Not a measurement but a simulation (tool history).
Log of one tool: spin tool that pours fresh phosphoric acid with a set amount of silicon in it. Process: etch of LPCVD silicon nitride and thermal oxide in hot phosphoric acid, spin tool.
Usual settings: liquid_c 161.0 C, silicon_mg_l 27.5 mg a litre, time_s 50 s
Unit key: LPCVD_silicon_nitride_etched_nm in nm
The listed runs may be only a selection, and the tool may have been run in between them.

run	day	liquid_c	silicon_mg_l	time_s	read-back film thickness of the LPCVD silicon nitride reference wafer, read on the same gauge (nm)	LPCVD_silicon_nitride_etched_nm
1	0.000	161.0	27.5	50	149.999	4.000
2	1.417	161.0	27.5	50	150.014	3.945
3	2.800	161.0	27.5	50	150.010	4.025
4	3.304	161.0	27.5	50	150.005	4.024
5	4.696	161.0	27.5	50	149.976	4.069
6	5.917	161.0	27.5	50	149.992	4.010
7	7.058	161.0	19.0	50	149.997	4.025
8	8.171	161.0	19.0	50	149.995	4.010
9	8.729	162.0	27.5	55	150.015	4.549
10	9.246	161.0	27.5	50	150.021	3.997
# day 9.338: thermometer replaced
# day 9.658: gauge calibrated
11	10.462	161.0	27.5	50	150.014	3.993
12	11.283	159.5	14.0	65	149.999	4.943
13	12.125	159.0	27.5	50	149.989	3.804
14	13.621	161.0	45.0	50	150.004	3.964
# day 14.062: heated supply line repaired
15	15.088	161.0	27.5	50	149.996	4.007
# day 15.892: dissolved silicon flow meter replaced
16	16.121	163.5	41.0	60	149.995	5.216
17	17.458	158.5	46.5	80	149.995	5.965
18	18.679	159.0	27.5	80	149.992	6.039

Forecast run 19:
19	20.125	159.5	18.5	80	?	?

{"run 19": {"read-back film thickness of the LPCVD silicon nitride reference wafer, read on the same gauge (nm)": 149.983, "LPCVD_silicon_nitride_etched_nm": 6.104}}
On a tool with no hidden condition, and with the same random variation, this run would have come out at LPCVD_silicon_nitride_etched_nm 6.104 nm.

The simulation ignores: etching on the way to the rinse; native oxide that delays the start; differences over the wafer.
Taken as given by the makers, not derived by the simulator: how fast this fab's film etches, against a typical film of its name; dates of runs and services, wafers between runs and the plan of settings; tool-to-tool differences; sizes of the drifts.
